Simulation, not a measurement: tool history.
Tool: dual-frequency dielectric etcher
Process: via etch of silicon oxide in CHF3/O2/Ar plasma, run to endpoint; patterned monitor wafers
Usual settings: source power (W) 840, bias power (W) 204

run    hour  source power (W)  bias power (W)  incoming incoming film thickness, nm  endpoint time (s)
  1     0.0               840             204                                 604.8              263.9
       29.3  -- wet clean of the chamber
  2    68.3               840             204                                 606.2              253.2
  3   113.5               840             204                                 609.1              255.9
  4   140.1               840             204                                 609.0              256.5
  5   201.9               840             204                                 611.2              258.3
  6   256.5               840             204                                 607.4              258.3
  7   291.2               980             204                                 608.3              239.2
  8   360.8               980             204                                 609.4              240.6
  9   386.6               840             243                                 605.7              251.3
      438.8  -- wet clean of the chamber
 10   439.3               840             243                                 601.3              245.3
 11   459.4               840             204                                 603.9              255.4
      501.8  -- upper electrode replaced
 12   502.3               780             217                                 606.2              264.3
      512.4  -- bias power generator calibrated
 13   627.7               660             176                                 610.3              308.5
 14   673.6               950             164                                 607.6              256.0
      743.3  -- source power generator calibrated
 15   745.0               740             204                                 603.3              279.2
      807.8  -- wet clean of the chamber
 16   808.3               840             204                                 606.1              253.3
 17   861.5               960             204                                 603.6              237.3
 18   915.3               720             185                                 605.0              281.7
 19   964.0              1040             252                                 613.0              224.2
 20   988.0               840             239                                 607.3              250.7
 21  1028.6               660             176                                 605.6              303.5
 22  1057.2               840             204                                 598.9              254.6
 23  1088.9               970             204                                 606.1              240.7

Forecast each of these 3 alternatives for the next run:
  A  1089.4               720             204                                 604.7                  ?
  B  1089.4               700             162                                 604.7                  ?
  C  1089.4              1030             173                                 604.7                  ?

run  endpoint time (s)
  A              282.0
  B              298.9
  C              241.6
Without the tool's hidden state the same runs would have given:
run  endpoint time (s)
  A              275.8
  B              292.4
  C              236.3
